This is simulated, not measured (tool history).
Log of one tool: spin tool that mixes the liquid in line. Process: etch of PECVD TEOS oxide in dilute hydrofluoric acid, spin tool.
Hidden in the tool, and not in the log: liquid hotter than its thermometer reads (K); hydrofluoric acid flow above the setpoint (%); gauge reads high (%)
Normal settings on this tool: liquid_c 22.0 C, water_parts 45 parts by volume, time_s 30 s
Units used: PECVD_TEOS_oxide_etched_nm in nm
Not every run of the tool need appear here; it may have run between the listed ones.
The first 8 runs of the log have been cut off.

run    hour  liquid_c  water_parts  time_s  wafers since the last listed run  hours since the thermometer was replaced  hours since the hydrofluoric acid flow meter was replaced  hours since the gauge calibration  read-back film thickness of the PECVD TEOS oxide reference wafer, read on the same gauge (nm)  PECVD_TEOS_oxide_etched_nm
  9   440.0      22.0           45      30                               783                                     220.4                                                     1598.2                             1341.5                                                                                         123.03                        6.43
 10   479.5      22.0           45      30                               546                                     259.9                                                     1637.7                             1381.0                                                                                         122.83                        6.34
      509.1  -- gauge calibrated
 11   544.3      22.0           45      20                               895                                     324.7                                                     1702.5                               35.2                                                                                         130.77                        4.51
 12   592.0      22.0           45      30                               659                                     372.4                                                     1750.2                               82.9                                                                                         130.51                        6.84
 13   644.2      22.0           30      15                               721                                     424.6                                                     1802.4                              135.1                                                                                         130.25                        5.21
      666.1  -- hydrofluoric acid flow meter replaced
 14   702.5      22.0           50      30                               792                                     482.9                                                       36.4                              193.4                                                                                         129.93                        6.18
 15   747.5      22.0           45      15                               622                                     527.9                                                       81.4                              238.4                                                                                         129.71                        3.40
 16   796.4      20.5           45      35                               676                                     576.8                                                      130.3                              287.3                                                                                         129.45                        7.32
 17   837.9      23.5           30      15                               573                                     618.3                                                      171.8                              328.8                                                                                         129.22                        5.52
      849.5  -- thermometer replaced
 18   877.9      23.5           30      20                               539                                      28.4                                                      211.8                              368.8                                                                                         129.03                        7.34
 19   946.1      22.0           45      40                               942                                      96.6                                                      280.0                              437.0                                                                                         128.66                        8.97
 20   976.9      22.0           45      30                               425                                     127.4                                                      310.8                              467.8                                                                                         128.51                        6.66
 21  1019.6      22.0           45      30                               590                                     170.1                                                      353.5                              510.5                                                                                         128.28                        6.71
 22  1081.0      18.5           35      25                               848                                     231.5                                                      414.9                              571.9                                                                                         127.94                        6.20
 23  1123.6      17.5           55      15                               588                                     274.1                                                      457.5                              614.5                                                                                         127.75                        2.22
 24  1178.4      22.0           45      30                               757                                     328.9                                                      512.3                              669.3                                                                                         127.46                        6.56
 25  1216.0      22.0           45      50                               519                                     366.5                                                      549.9                              706.9                                                                                         127.26                       11.15

Expected results for the next run?
 26  1259.7      25.0           45      30                               604                                     410.2                                                      593.6                              750.6                                                                                              ?                           ?

{"run 26": {"read-back film thickness of the PECVD TEOS oxide reference wafer, read on the same gauge (nm)": 127.0, "PECVD_TEOS_oxide_etched_nm": 7.49}}
With no hidden state in the tool, this same run would have given PECVD_TEOS_oxide_etched_nm 7.66 nm.
